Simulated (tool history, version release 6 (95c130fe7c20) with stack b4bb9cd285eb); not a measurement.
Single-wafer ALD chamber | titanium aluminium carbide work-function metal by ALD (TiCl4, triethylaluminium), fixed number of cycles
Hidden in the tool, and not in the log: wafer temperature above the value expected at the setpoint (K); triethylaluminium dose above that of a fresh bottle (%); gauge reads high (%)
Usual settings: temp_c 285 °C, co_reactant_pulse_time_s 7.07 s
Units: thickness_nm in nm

run	hour	temp_c	co_reactant_pulse_time_s	wafers since the last listed run	hours since the last thermocouple change	hours since the last triethylaluminium bottle change	hours since the showerhead was replaced	hours since the gauge calibration	read-back reference wafer on the same gauge, thickness_nm	thickness_nm
1	0	285	7.07	0	2450.3	567	6844.8	85	1.803	1.574
2	9.6	285	7.07	131	2459.9	576.6	6854.4	94.6	1.802	1.572
3	17.6	285	7.07	109	2467.9	584.6	6862.4	102.6	1.802	1.563
4	35.1	285	5.42	240	2485.4	602.1	6879.9	120.1	1.8	1.449
5	43.4	285	5.42	114	2493.7	610.4	6888.2	128.4	1.801	1.457
6	51.4	285	5.42	109	2501.7	618.4	6896.2	136.4	1.799	1.458
7	58.6	285	7.07	98	2508.9	625.6	6903.4	143.6	1.799	1.573
8	76.1	285	7.93	240	2526.4	643.1	6920.9	161.1	1.802	1.623
9	90.1	279	7.07	192	2540.4	657.1	6934.9	175.1	1.799	1.53
10	96.5	290	5.95	87	2546.8	663.5	6941.3	181.5	1.799	1.519
11	106.7	285	7.07	140	2557	673.7	6951.5	191.7	1.798	1.577
12	118.1	285	7.07	156	2568.4	685.1	6962.9	203.1	1.8	1.567
13	127.6	285	7.07	130	2577.9	694.6	6972.4	212.6	1.799	1.558
# hour 145: showerhead replaced
14	145.5	285	7.07	136	2595.8	712.5	0.5	230.5	1.801	1.568
15	150.4	289	8.78	67	2600.7	717.4	5.4	235.4	1.8	1.673
16	163.2	291	9.85	175	2613.5	730.2	18.2	248.2	1.802	1.739
# hour 168.5: gauge calibrated
17	181	298	7.83	244	2631.3	748	36	12.5	1.799	1.688
# hour 193.6: thermocouple changed; heater temperature recalibrated
18	194.1	285	5.63	70	0.5	761.1	49.1	25.6	1.8	1.454
19	194.5	280	4.78	5	0.9	761.5	49.5	26	1.8	1.362
20	208.8	285	7.07	196	15.2	775.8	63.8	40.3	1.799	1.57
21	215.3	285	7.07	89	21.7	782.3	70.3	46.8	1.8	1.557
# hour 238.6: triethylaluminium bottle replaced
22	239.1	278	8.91	217	45.5	0.5	94.1	70.6	1.801	1.743
23	241.6	273	6.28	34	48	3	96.6	73.1	1.799	1.584
24	250.6	285	7.07	123	57	12	105.6	82.1	1.802	1.699
25	272.8	292	8.74	305	79.2	34.2	127.8	104.3	1.798	1.819
26	280.6	285	9.64	107	87	42	135.6	112.1	1.799	1.806
27	294.5	285	4.39	191	100.9	55.9	149.5	126	1.797	1.502
28	304.2	285	7.07	133	110.6	65.6	159.2	135.7	1.801	1.689
29	312.1	273	9.3	108	118.5	73.5	167.1	143.6	1.799	1.677
30	322.7	285	7.07	145	129.1	84.1	177.7	154.2	1.801	1.678

The tool's hidden state at each run:
wafer temperature above the value expected at the setpoint (K): 0 in every run
gauge reads high (%): 0 in every run
H1: triethylaluminium dose above that of a fresh bottle (%)
run	H1
1	-35.1
2	-35.2
3	-35.4
4	-35.7
5	-35.8
6	-35.9
7	-36
8	-36.3
9	-36.4
10	-36.5
11	-36.6
12	-36.8
13	-36.9
14	-37.1
15	-37.1
16	-37.3
17	-37.4
18	-37.6
19	-37.6
20	-37.7
21	-37.8
22	-6.28
23	-6.6
24	-7.73
25	-10.4
26	-11.2
27	-12.8
28	-13.8
29	-14.6
30	-15.6

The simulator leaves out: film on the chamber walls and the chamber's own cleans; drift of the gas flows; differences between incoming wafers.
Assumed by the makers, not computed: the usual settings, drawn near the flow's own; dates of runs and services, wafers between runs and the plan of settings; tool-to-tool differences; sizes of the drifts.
